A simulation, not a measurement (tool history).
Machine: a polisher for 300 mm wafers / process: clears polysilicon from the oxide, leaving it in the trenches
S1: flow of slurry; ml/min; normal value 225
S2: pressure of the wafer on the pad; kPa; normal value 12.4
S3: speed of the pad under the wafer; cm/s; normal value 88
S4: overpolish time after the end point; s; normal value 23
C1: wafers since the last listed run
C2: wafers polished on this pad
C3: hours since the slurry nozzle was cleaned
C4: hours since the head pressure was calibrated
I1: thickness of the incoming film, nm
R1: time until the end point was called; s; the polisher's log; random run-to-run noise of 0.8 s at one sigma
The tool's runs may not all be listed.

run,day,S1,S2,S3,S4,C1,C2,C3,C4,I1,R1
1,0.000,255,12.4,88,19,0,2522,206.2,107.5,445.9,49.1
# day 1.217: worn pad replaced by a new one
2,2.667,255,12.4,88,19,523,303,270.2,171.5,458.2,49.9
3,5.596,275,12.4,88,17,613,916,340.5,241.8,456.6,48.9
# day 8.238: slurry nozzle cleaned
4,8.938,275,12.4,88,17,690,1606,16.8,322.0,447.1,48.4
5,13.225,275,12.4,88,17,897,2504,119.7,424.9,448.8,49.2
# day 15.879: worn pad replaced by a new one
6,16.675,225,15.2,88,29,687,166,202.5,507.7,449.7,42.6
7,20.546,225,15.2,88,29,810,977,295.4,600.6,452.9,43.1
# day 22.850: slurry nozzle cleaned
8,23.808,225,15.2,88,29,674,1651,23.0,678.9,454.0,43.7
9,28.129,225,12.4,88,23,904,2555,126.7,782.6,447.7,54.6
# day 29.038: worn pad replaced by a new one
10,30.929,225,12.4,88,23,551,395,193.9,849.8,447.9,53.5
11,32.446,225,12.4,88,23,317,713,230.3,886.2,451.2,54.4
12,36.462,225,12.4,88,23,840,1553,326.7,982.6,441.7,52.6
13,39.575,260,12.4,64,23,651,2205,401.4,1057.3,454.4,70.6
# day 40.138: slurry nozzle cleaned
# day 42.204: worn pad replaced by a new one
14,42.225,225,12.4,88,23,511,3,50.1,1120.9,459.2,57.2
15,45.775,225,12.4,88,23,742,746,135.3,1206.1,446.8,55.9
# day 48.967: head pressure recalibrated
16,49.658,225,9.0,68,23,795,1542,228.5,16.6,447.0,86.9
# day 55.954: slurry nozzle cleaned
# day 56.458: worn pad replaced by a new one
17,58.442,245,12.4,112,23,1794,415,59.7,227.4,448.5,40.8
18,61.167,200,12.4,88,23,570,985,125.1,292.8,449.4,52.7
19,63.692,295,12.4,88,32,528,1513,185.7,353.4,446.6,50.5
20,65.688,270,9.0,76,28,417,1931,233.6,401.3,459.3,82.0
21,67.804,225,12.4,88,23,442,2374,284.4,452.1,449.8,51.7
22,69.954,260,9.0,60,14,449,2824,336.0,503.7,452.7,101.0
# day 72.629: worn pad replaced by a new one
23,74.133,270,9.0,76,28,839,314,436.3,604.0,443.5,81.9

Forecast each of these 3 alternatives for the next run:
A,74.154,175,12.4,88,23,4,319,436.8,604.5,439.6,?
B,74.154,225,8.3,88,31,4,319,436.8,604.5,439.6,?
C,74.154,155,12.4,110,23,4,319,436.8,604.5,439.6,?

run,R1
A,53.2
B,77.5
C,44.4
Without the tool's hidden state the same runs would have given:
run,R1
A,49.6
B,72.2
C,41.4
